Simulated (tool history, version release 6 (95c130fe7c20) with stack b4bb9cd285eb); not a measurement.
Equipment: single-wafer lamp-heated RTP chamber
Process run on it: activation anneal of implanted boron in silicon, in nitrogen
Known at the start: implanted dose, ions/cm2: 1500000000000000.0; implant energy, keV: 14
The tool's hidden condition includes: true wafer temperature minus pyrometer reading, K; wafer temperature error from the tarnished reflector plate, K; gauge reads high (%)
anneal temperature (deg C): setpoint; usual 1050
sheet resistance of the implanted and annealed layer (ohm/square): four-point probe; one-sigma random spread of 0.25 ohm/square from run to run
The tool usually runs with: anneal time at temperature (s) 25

run,hour,anneal temperature (deg C),anneal time at temperature (s),wafers since the last listed run,wafers since the last pyrometer calibration,wafers since the reflector plate was cleaned,hours since the gauge calibration,"read-back reference wafer on the same gauge, sheet resistance",sheet resistance of the implanted and annealed layer (ohm/square)
1,0,1050,32,0,6043,5689,694.4,88.38,78.66
2,17.8,1050,32,248,6291,5937,712.2,88.42,78.52
3,35.7,1050,32,249,6541,6187,730.1,88.42,78.5
4,48.8,1050,31,182,6724,6370,743.2,88.35,78.38
5,58.2,1050,31,131,6855,6501,752.6,88.42,79.05
# hour 77.4: reflector plate cleaned
6,77.9,1050,21,163,7018,7,772.3,88.42,81.47
7,82.2,1050,15,59,7078,67,776.6,88.39,81.87
8,94,1050,15,164,7242,232,788.4,88.35,82.41
# hour 108.5: pyrometer window cleaned and pyrometer calibrated
9,110.8,1050,25,122,31,354,805.2,88.42,80.99
# hour 114.2: gauge calibrated
10,117.3,1050,25,90,122,445,3.1,88.38,80.97
11,129.8,1050,36,174,296,619,15.6,88.45,79.32
12,145.3,1050,25,216,512,836,31.1,88.43,80.75
13,163,1050,25,246,759,1083,48.8,88.44,80.83
14,178.6,1060,35,217,977,1300,64.4,88.41,78.11
15,188.4,1050,25,136,1114,1437,74.2,88.42,80.5
16,196.3,1071,17,110,1224,1547,82.1,88.37,79.2
17,204.9,1040,11,119,1344,1667,90.7,88.41,85.01
18,218,1032,11,182,1526,1850,103.8,88.38,86.03
19,232.7,1029,18,205,1731,2055,118.5,88.37,85.24
20,242.5,1026,25,136,1868,2191,128.3,88.41,84.87
21,258,1050,25,216,2084,2408,143.8,88.44,79.98
22,269.1,1074,25,154,2239,2563,154.9,88.41,76.85
23,278,1025,20,124,2363,2687,163.8,88.4,85.19
24,286.6,1050,25,119,2483,2807,172.4,88.41,80.13
25,300.6,1050,25,195,2679,3002,186.4,88.4,80.1
26,315,1050,25,200,2880,3203,200.8,88.35,80.31
27,329.9,1050,25,207,3087,3411,215.7,88.44,79.83
28,378.1,1050,33,672,3760,4083,263.9,88.38,78.95
29,390.5,1039,20,172,3933,4256,276.3,88.4,82.46
30,405.5,1050,25,209,4142,4465,291.3,88.41,80.08
31,423.3,1050,33,248,4390,4713,309.1,88.33,79.07
32,440.3,1022,40,237,4627,4951,326.1,88.43,82.79
33,446.8,1042,32,90,4718,5041,332.6,88.36,80.14
34,460.9,1023,18,196,4915,5238,346.7,88.37,85.21
35,469.2,1023,18,115,5030,5354,355,88.38,85.76
# hour 479.5: reflector plate cleaned
36,480,1066,13,39,5070,7,365.8,88.43,80.84
37,493.3,1037,17,185,5255,193,379.1,88.38,83.53
38,504.9,1050,25,161,5417,354,390.7,88.43,81.2

Below are 3 alternative next runs, each starting from the tool's condition after run 38. Predict each:
A,505.3,1050,25,5,5422,360,391.1,?,?
B,505.3,1040,39,5,5422,360,391.1,?,?
C,505.3,1050,19,5,5422,360,391.1,?,?

run,"read-back reference wafer on the same gauge, sheet resistance",sheet resistance of the implanted and annealed layer (ohm/square)
A,88.38,80.41
B,88.38,80.34
C,88.38,81.35
Without the tool's hidden state the same runs would have given:
run,sheet resistance of the implanted and annealed layer (ohm/square)
A,81.28
B,81.3
C,82.18
